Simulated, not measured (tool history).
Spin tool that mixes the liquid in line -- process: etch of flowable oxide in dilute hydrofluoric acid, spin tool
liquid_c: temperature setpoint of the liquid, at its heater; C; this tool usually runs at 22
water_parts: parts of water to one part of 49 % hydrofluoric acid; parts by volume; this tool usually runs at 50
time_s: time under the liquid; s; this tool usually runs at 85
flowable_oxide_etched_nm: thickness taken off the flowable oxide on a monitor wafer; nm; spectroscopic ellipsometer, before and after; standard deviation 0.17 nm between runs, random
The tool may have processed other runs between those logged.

run,hour,liquid_c,water_parts,time_s,"read-back film thickness of the flowable oxide reference wafer, read on the same gauge (nm)",flowable_oxide_etched_nm
1,0,22,50,85,140.02,32.44
2,60.6,22,50,85,139.98,32.39
3,91.1,22,50,85,139.97,32.26
4,152.6,22,50,85,140.01,32.25
5,189.7,22,50,85,139.99,32.32
6,232.9,22,50,85,139.98,31.72
7,262.3,22,50,85,140.02,31.82
8,287.9,22,50,85,139.99,31.7
9,321.3,22,50,85,140.01,31.8
10,385.3,22,50,85,139.99,34.67
11,419.9,22,50,85,140,34.43
12,491.1,22,50,85,139.98,34.07
13,516.5,22,50,85,140.02,34.23
14,564,23.5,45,120,140.02,57.39
15,617.9,20.5,40,125,139.97,59.62
16,661.3,22,35,85,140.01,49.23
17,696.7,26.5,55,85,139.99,36.61
18,752.1,22,40,85,139.99,42.51
19,845.6,22,50,85,140.01,35.45
20,1059.8,19,40,70,139.99,32.12
21,1121.2,17.5,65,50,139.99,12.7
22,1161.3,22,50,85,140,34.74
23,1188.5,22,35,100,139.98,59.43
24,1224.1,22,50,135,139.99,55.19

Not shown here: 3 entries made in the log between runs. Locate each between two listed runs and compare the hidden state at the listed run before it with the hidden state at the listed run after it:
Run 9 -> run 10: thermometer replaced (hour 368)
  liquid colder than its thermometer reads (K): 2.11 -> 0.0254; hydrofluoric acid flow below the setpoint (%): 4.42 -> 4.65
  measured minus no-state result, flowable_oxide_etched_nm: -4.66 -> -1.85 nm
Run 11 -> run 12: gauge calibrated (hour 479.3)
  liquid colder than its thermometer reads (K): 0.0565 -> 0.121; hydrofluoric acid flow below the setpoint (%): 4.78 -> 5.04
  measured minus no-state result, flowable_oxide_etched_nm: -1.94 -> -2.11 nm
Run 18 -> run 19: hydrofluoric acid flow meter replaced (hour 845.1)
  liquid colder than its thermometer reads (K): 0.355 -> 0.439; hydrofluoric acid flow below the setpoint (%): 6.01 -> 0.0822
  measured minus no-state result, flowable_oxide_etched_nm: -3.56 -> -0.69 nm
